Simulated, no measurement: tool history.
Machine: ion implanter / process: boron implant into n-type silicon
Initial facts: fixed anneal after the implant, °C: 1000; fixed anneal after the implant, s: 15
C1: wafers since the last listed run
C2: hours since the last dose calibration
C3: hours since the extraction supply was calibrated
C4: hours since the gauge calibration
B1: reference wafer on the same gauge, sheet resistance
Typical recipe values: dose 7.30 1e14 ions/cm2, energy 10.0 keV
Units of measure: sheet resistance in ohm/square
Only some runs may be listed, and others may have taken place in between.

{"run": 1, "hour": 0.0, "dose": 8.38, "energy": 11.0, "C1": 0, "C2": 1554.7, "C3": 2456.6, "C4": 83.2, "B1": 154.99, "sheet resistance": 155.14}
{"run": 2, "hour": 16.7, "dose": 8.38, "energy": 11.0, "C1": 463, "C2": 1571.4, "C3": 2473.3, "C4": 99.9, "B1": 155.02, "sheet resistance": 155.12}
{"run": 3, "hour": 24.1, "dose": 8.38, "energy": 11.0, "C1": 205, "C2": 1578.8, "C3": 2480.7, "C4": 107.3, "B1": 154.95, "sheet resistance": 155.26}
{"run": 4, "hour": 41.7, "dose": 7.77, "energy": 10.0, "C1": 488, "C2": 1596.4, "C3": 2498.3, "C4": 124.9, "B1": 155.0, "sheet resistance": 166.55}
{"run": 5, "hour": 59.4, "dose": 7.77, "energy": 10.0, "C1": 491, "C2": 1614.1, "C3": 2516.0, "C4": 142.6, "B1": 154.95, "sheet resistance": 166.06}
{"run": 6, "hour": 73.0, "dose": 7.3, "energy": 10.0, "C1": 377, "C2": 1627.7, "C3": 2529.6, "C4": 156.2, "B1": 154.99, "sheet resistance": 173.58}
{"run": 7, "hour": 79.1, "dose": 7.3, "energy": 10.0, "C1": 169, "C2": 1633.8, "C3": 2535.7, "C4": 162.3, "B1": 155.08, "sheet resistance": 174.13}
{"run": 8, "hour": 89.7, "dose": 7.3, "energy": 10.0, "C1": 294, "C2": 1644.4, "C3": 2546.3, "C4": 172.9, "B1": 154.94, "sheet resistance": 173.7}
{"run": 9, "hour": 101.5, "dose": 7.3, "energy": 10.0, "C1": 327, "C2": 1656.2, "C3": 2558.1, "C4": 184.7, "B1": 154.98, "sheet resistance": 174.6}
{"run": 10, "hour": 119.4, "dose": 7.3, "energy": 7.5, "C1": 496, "C2": 1674.1, "C3": 2576.0, "C4": 202.6, "B1": 154.97, "sheet resistance": 182.45}
{"run": 11, "hour": 137.0, "dose": 7.3, "energy": 7.5, "C1": 488, "C2": 1691.7, "C3": 2593.6, "C4": 220.2, "B1": 154.96, "sheet resistance": 182.51}
{"hour": 147.3, "done": "gauge calibrated"}
{"run": 12, "hour": 151.7, "dose": 7.3, "energy": 7.5, "C1": 407, "C2": 1706.4, "C3": 2608.3, "C4": 4.4, "B1": 155.08, "sheet resistance": 182.9}
{"run": 13, "hour": 159.9, "dose": 7.3, "energy": 8.5, "C1": 227, "C2": 1714.6, "C3": 2616.5, "C4": 12.6, "B1": 155.0, "sheet resistance": 178.03}
{"run": 14, "hour": 171.5, "dose": 7.3, "energy": 8.5, "C1": 321, "C2": 1726.2, "C3": 2628.1, "C4": 24.2, "B1": 155.09, "sheet resistance": 177.95}
{"run": 15, "hour": 177.7, "dose": 7.3, "energy": 8.5, "C1": 172, "C2": 1732.4, "C3": 2634.3, "C4": 30.4, "B1": 155.07, "sheet resistance": 178.07}
{"run": 16, "hour": 186.6, "dose": 7.3, "energy": 10.0, "C1": 247, "C2": 1741.3, "C3": 2643.2, "C4": 39.3, "B1": 154.97, "sheet resistance": 173.83}
{"run": 17, "hour": 196.7, "dose": 6.46, "energy": 10.0, "C1": 280, "C2": 1751.4, "C3": 2653.3, "C4": 49.4, "B1": 154.99, "sheet resistance": 190.26}
{"hour": 214.4, "done": "extraction supply calibrated"}
{"run": 18, "hour": 214.9, "dose": 7.3, "energy": 10.0, "C1": 283, "C2": 1769.6, "C3": 0.5, "C4": 67.6, "B1": 155.01, "sheet resistance": 173.42}
{"run": 19, "hour": 219.6, "dose": 7.3, "energy": 10.0, "C1": 130, "C2": 1774.3, "C3": 5.2, "C4": 72.3, "B1": 155.04, "sheet resistance": 173.59}
{"run": 20, "hour": 231.3, "dose": 7.3, "energy": 6.5, "C1": 324, "C2": 1786.0, "C3": 16.9, "C4": 84.0, "B1": 154.94, "sheet resistance": 189.43}
{"run": 21, "hour": 247.8, "dose": 9.23, "energy": 9.0, "C1": 457, "C2": 1802.5, "C3": 33.4, "C4": 100.5, "B1": 154.96, "sheet resistance": 152.23}
{"run": 22, "hour": 257.6, "dose": 8.56, "energy": 9.0, "C1": 271, "C2": 1812.3, "C3": 43.2, "C4": 110.3, "B1": 155.03, "sheet resistance": 159.24}
{"run": 23, "hour": 265.5, "dose": 5.57, "energy": 6.5, "C1": 219, "C2": 1820.2, "C3": 51.1, "C4": 118.2, "B1": 155.0, "sheet resistance": 227.26}
{"run": 24, "hour": 277.4, "dose": 5.7, "energy": 9.0, "C1": 330, "C2": 1832.1, "C3": 63.0, "C4": 130.1, "B1": 154.9, "sheet resistance": 212.41}
{"run": 25, "hour": 287.6, "dose": 5.57, "energy": 6.5, "C1": 283, "C2": 1842.3, "C3": 73.2, "C4": 140.3, "B1": 155.07, "sheet resistance": 226.1}
{"hour": 307.1, "done": "Faraday cup replaced and dose calibrated"}
{"run": 26, "hour": 307.6, "dose": 6.47, "energy": 13.0, "C1": 333, "C2": 0.5, "C3": 93.2, "C4": 160.3, "B1": 154.99, "sheet resistance": 191.41}
{"run": 27, "hour": 319.9, "dose": 7.96, "energy": 13.0, "C1": 341, "C2": 12.8, "C3": 105.5, "C4": 172.6, "B1": 155.14, "sheet resistance": 162.02}
{"run": 28, "hour": 328.6, "dose": 8.79, "energy": 7.0, "C1": 241, "C2": 21.5, "C3": 114.2, "C4": 181.3, "B1": 155.04, "sheet resistance": 170.11}
{"run": 29, "hour": 341.5, "dose": 7.3, "energy": 13.0, "C1": 358, "C2": 34.4, "C3": 127.1, "C4": 194.2, "B1": 155.12, "sheet resistance": 173.4}
{"run": 30, "hour": 355.7, "dose": 8.71, "energy": 11.0, "C1": 394, "C2": 48.6, "C3": 141.3, "C4": 208.4, "B1": 155.01, "sheet resistance": 155.02}
{"run": 31, "hour": 364.8, "dose": 6.06, "energy": 12.5, "C1": 252, "C2": 57.7, "C3": 150.4, "C4": 217.5, "B1": 155.08, "sheet resistance": 201.59}
{"hour": 378.7, "done": "gauge calibrated"}
{"run": 32, "hour": 381.5, "dose": 9.23, "energy": 9.0, "C1": 463, "C2": 74.4, "C3": 167.1, "C4": 2.8, "B1": 154.92, "sheet resistance": 154.69}
{"run": 33, "hour": 397.7, "dose": 8.01, "energy": 8.0, "C1": 449, "C2": 90.6, "C3": 183.3, "C4": 19.0, "B1": 155.0, "sheet resistance": 173.24}
{"run": 34, "hour": 414.4, "dose": 8.34, "energy": 10.0, "C1": 463, "C2": 107.3, "C3": 200.0, "C4": 35.7, "B1": 155.08, "sheet resistance": 161.47}
{"run": 35, "hour": 425.9, "dose": 5.67, "energy": 9.0, "C1": 319, "C2": 118.8, "C3": 211.5, "C4": 47.2, "B1": 154.97, "sheet resistance": 218.84}
{"run": 36, "hour": 442.3, "dose": 7.3, "energy": 10.0, "C1": 455, "C2": 135.2, "C3": 227.9, "C4": 63.6, "B1": 155.04, "sheet resistance": 177.28}

Pick out some run-to-run changes in sheet resistance. Of each, how much would a tool without hidden state show as well, from the settings, what came in and chance, and how much is left for the hidden state and any gauge scatter not in both results compared?
Unlogged tool condition in this case: deviation of the true dose from the Faraday cup's reading, %; deviation of the true energy from its setpoint, %; gauge reads high (%).
Run 20 -> 21: dose 7.30 -> 9.23, energy 6.5 -> 9.0. sheet resistance -37.20 ohm/square: hidden state +1.15, all else -38.35.
Run 22 -> 23: dose 8.56 -> 5.57, energy 9.0 -> 6.5. sheet resistance +68.02 ohm/square: hidden state -3.08, all else +71.10.
Run 25 -> 26: dose 5.57 -> 6.47, energy 6.5 -> 13.0, Faraday cup replaced and dose calibrated. sheet resistance -34.69 ohm/square: hidden state +7.16, all else -41.85.
Run 31 -> 32: dose 6.06 -> 9.23, energy 12.5 -> 9.0, gauge calibrated. sheet resistance -46.90 ohm/square: hidden state +0.41, all else -47.31.
Run 34 -> 35: dose 8.34 -> 5.67, energy 10.0 -> 9.0. sheet resistance +57.37 ohm/square: hidden state -0.89, all else +58.26.

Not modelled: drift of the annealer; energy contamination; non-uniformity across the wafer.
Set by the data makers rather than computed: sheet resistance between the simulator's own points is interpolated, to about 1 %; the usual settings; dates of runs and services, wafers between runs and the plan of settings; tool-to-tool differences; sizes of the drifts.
